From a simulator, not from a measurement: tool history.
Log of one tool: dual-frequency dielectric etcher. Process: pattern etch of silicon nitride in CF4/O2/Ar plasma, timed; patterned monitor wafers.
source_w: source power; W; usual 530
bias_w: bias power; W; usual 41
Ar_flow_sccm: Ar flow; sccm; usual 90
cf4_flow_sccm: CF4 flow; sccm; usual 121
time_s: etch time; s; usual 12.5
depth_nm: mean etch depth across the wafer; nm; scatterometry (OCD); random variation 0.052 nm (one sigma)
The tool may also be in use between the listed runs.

run    hour  source_w  bias_w  Ar_flow_sccm  cf4_flow_sccm  time_s  read-back reference wafer on the same gauge, depth_nm  depth_nm
  1     0.0       530      41            76            121    12.5                                                  27.43     23.52
       62.1  -- wet clean of the chamber
  2    92.4       530      41            76            121    12.5                                                  27.44     23.63
      146.6  -- gauge calibrated
  3   155.8       530      41            90            121    12.5                                                  27.41     23.40
  4   228.4       530      41            90            121    12.5                                                  27.41     23.33
  5   266.7       530      41            90            121    12.5                                                  27.43     23.32
      280.4  -- CF4 flow controller replaced
  6   399.3       530      41            90            121    12.5                                                  27.37     23.31
  7   482.2       410      35            90            121    12.5                                                  27.38     19.50
      542.0  -- wet clean of the chamber
  8   542.5       530      41            90            121    12.5                                                  27.40     23.49
      568.8  -- upper electrode replaced
  9   601.9       610      37           100            102    12.5                                                  27.41     23.01
      635.3  -- Ar flow controller replaced
 10   643.6       530      47            71            121    12.5                                                  27.40     25.14
 11   709.3       530      50           104            145    10.0                                                  27.41     20.53
 12   757.2       530      32            75            121    12.5                                                  27.43     21.50
 13   857.8       600      41           101            121    12.5                                                  27.41     24.40
      865.4  -- source power generator calibrated
 14   905.8       530      41            98            121    12.5                                                  27.41     23.15
 15  1011.2       530      41            90            121    12.5                                                  27.37     23.28
     1102.1  -- wet clean of the chamber
 16  1102.6       530      44            90            121    11.0                                                  27.40     21.10
 17  1196.1       530      46            69            142    12.5                                                  27.42     25.44
 18  1271.6       530      41            74            121    16.5                                                  27.40     31.26
 19  1357.1       530      50            80            121    15.5                                                  27.36     31.51
 20  1451.1       530      41            72             98    12.5                                                  27.38     22.91

5 ways to go on from here, each from the tool as it stands after run 20. What would each give?
  A  1451.5       530      41            90            121    12.5                                                      ?         ?
  B  1451.5       530      41            90            100    15.5                                                      ?         ?
  C  1451.5       530      41            99            121     9.0                                                      ?         ?
  D  1451.5       570      34           105            121    14.0                                                      ?         ?
  E  1451.5       530      41           109            146    12.5                                                      ?         ?

run  read-back reference wafer on the same gauge, depth_nm  depth_nm
  A                                                  27.40     23.22
  B                                                  27.40     27.92
  C                                                  27.40     16.59
  D                                                  27.40     24.61
  E                                                  27.40     23.49
Without the tool's hidden state the same runs would have given:
run  depth_nm
  A     23.40
  B     28.14
  C     16.72
  D     24.80
  E     23.67
